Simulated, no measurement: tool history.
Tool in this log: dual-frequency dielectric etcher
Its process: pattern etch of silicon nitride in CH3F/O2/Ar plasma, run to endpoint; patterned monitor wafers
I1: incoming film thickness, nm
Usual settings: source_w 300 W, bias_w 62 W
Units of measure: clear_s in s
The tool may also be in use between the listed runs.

{"run": 1, "day": 0.0, "source_w": 250, "bias_w": 62, "I1": 55, "clear_s": 97.1}
{"run": 2, "day": 2.075, "source_w": 300, "bias_w": 62, "I1": 54.2, "clear_s": 89.6}
{"run": 3, "day": 3.246, "source_w": 300, "bias_w": 62, "I1": 55.1, "clear_s": 89.8}
{"run": 4, "day": 4.775, "source_w": 300, "bias_w": 62, "I1": 55.3, "clear_s": 88.9}
{"run": 5, "day": 7.192, "source_w": 300, "bias_w": 62, "I1": 55, "clear_s": 88.9}
{"run": 6, "day": 8.421, "source_w": 300, "bias_w": 62, "I1": 54.8, "clear_s": 88.8}
{"run": 7, "day": 11.108, "source_w": 300, "bias_w": 62, "I1": 54.8, "clear_s": 86.2}
{"run": 8, "day": 13.275, "source_w": 300, "bias_w": 62, "I1": 55.4, "clear_s": 87.9}
{"day": 16.675, "done": "wet clean of the chamber"}
{"run": 9, "day": 20.667, "source_w": 300, "bias_w": 62, "I1": 54.4, "clear_s": 90.3}
{"day": 22.35, "done": "source power generator calibrated"}
{"run": 10, "day": 23.208, "source_w": 300, "bias_w": 62, "I1": 54.6, "clear_s": 89.3}
{"run": 11, "day": 24.283, "source_w": 300, "bias_w": 62, "I1": 54.2, "clear_s": 88.4}
{"run": 12, "day": 25.883, "source_w": 300, "bias_w": 62, "I1": 55.9, "clear_s": 91}
{"run": 13, "day": 27.438, "source_w": 300, "bias_w": 69, "I1": 54.6, "clear_s": 84}
{"run": 14, "day": 28.783, "source_w": 300, "bias_w": 71, "I1": 55.4, "clear_s": 85.2}
{"run": 15, "day": 29.896, "source_w": 270, "bias_w": 62, "I1": 54.6, "clear_s": 92.1}
{"day": 31.317, "done": "wet clean of the chamber"}
{"run": 16, "day": 32.108, "source_w": 270, "bias_w": 62, "I1": 55.1, "clear_s": 96.5}
{"run": 17, "day": 33.821, "source_w": 370, "bias_w": 71, "I1": 55, "clear_s": 78.7}
{"run": 18, "day": 35.888, "source_w": 300, "bias_w": 62, "I1": 55.9, "clear_s": 91.4}
{"run": 19, "day": 38.054, "source_w": 300, "bias_w": 62, "I1": 54.2, "clear_s": 88}
{"run": 20, "day": 40.417, "source_w": 300, "bias_w": 56, "I1": 54.5, "clear_s": 91.8}
{"run": 21, "day": 43.021, "source_w": 300, "bias_w": 46, "I1": 55.5, "clear_s": 99}
{"run": 22, "day": 44.2, "source_w": 300, "bias_w": 73, "I1": 55.2, "clear_s": 83.5}
{"day": 46.45, "done": "upper electrode replaced"}
{"day": 47.862, "done": "wet clean of the chamber"}
{"run": 23, "day": 47.883, "source_w": 270, "bias_w": 78, "I1": 55.1, "clear_s": 86}
{"run": 24, "day": 48.933, "source_w": 350, "bias_w": 49, "I1": 54.4, "clear_s": 92.5}
{"run": 25, "day": 51.771, "source_w": 330, "bias_w": 72, "I1": 54.7, "clear_s": 81.7}
{"run": 26, "day": 54.596, "source_w": 260, "bias_w": 62, "I1": 54.8, "clear_s": 95}
{"day": 59.954, "done": "bias power generator calibrated"}
{"run": 27, "day": 63.05, "source_w": 300, "bias_w": 62, "I1": 54.7, "clear_s": 86.7}
{"run": 28, "day": 64.604, "source_w": 300, "bias_w": 62, "I1": 55.5, "clear_s": 88.7}
{"day": 65.625, "done": "wet clean of the chamber"}
{"run": 29, "day": 67.462, "source_w": 360, "bias_w": 55, "I1": 55.2, "clear_s": 87.4}
{"run": 30, "day": 70.262, "source_w": 320, "bias_w": 72, "I1": 54.9, "clear_s": 82.9}
{"run": 31, "day": 71.838, "source_w": 300, "bias_w": 62, "I1": 55.1, "clear_s": 89.6}
{"run": 32, "day": 74.679, "source_w": 350, "bias_w": 55, "I1": 55.1, "clear_s": 87.1}
{"run": 33, "day": 76.696, "source_w": 320, "bias_w": 56, "I1": 55.2, "clear_s": 89.4}
{"run": 34, "day": 77.725, "source_w": 350, "bias_w": 54, "I1": 55.2, "clear_s": 87.6}

What was the tool's hidden state at every run in the log?
source power that arrives over what is set, %: 0 in every run
bias power that arrives over what is set, %: 0 in every run
H1: etch rate over this chamber's usual, %
run=1 H1=0.712
run=2 H1=1.38
run=3 H1=1.75
run=4 H1=2.25
run=5 H1=3.02
run=6 H1=3.42
run=7 H1=4.28
run=8 H1=4.98
run=9 H1=1.43
run=10 H1=2.25
run=11 H1=2.59
run=12 H1=3.1
run=13 H1=3.6
run=14 H1=4.04
run=15 H1=4.39
run=16 H1=-0.208
run=17 H1=0.342
run=18 H1=1.01
run=19 H1=1.7
run=20 H1=2.46
run=21 H1=3.3
run=22 H1=3.68
run=23 H1=-0.125
run=24 H1=0.212
run=25 H1=1.12
run=26 H1=2.03
run=27 H1=4.75
run=28 H1=5.25
run=29 H1=1.1
run=30 H1=2
run=31 H1=2.51
run=32 H1=3.42
run=33 H1=4.07
run=34 H1=4.4
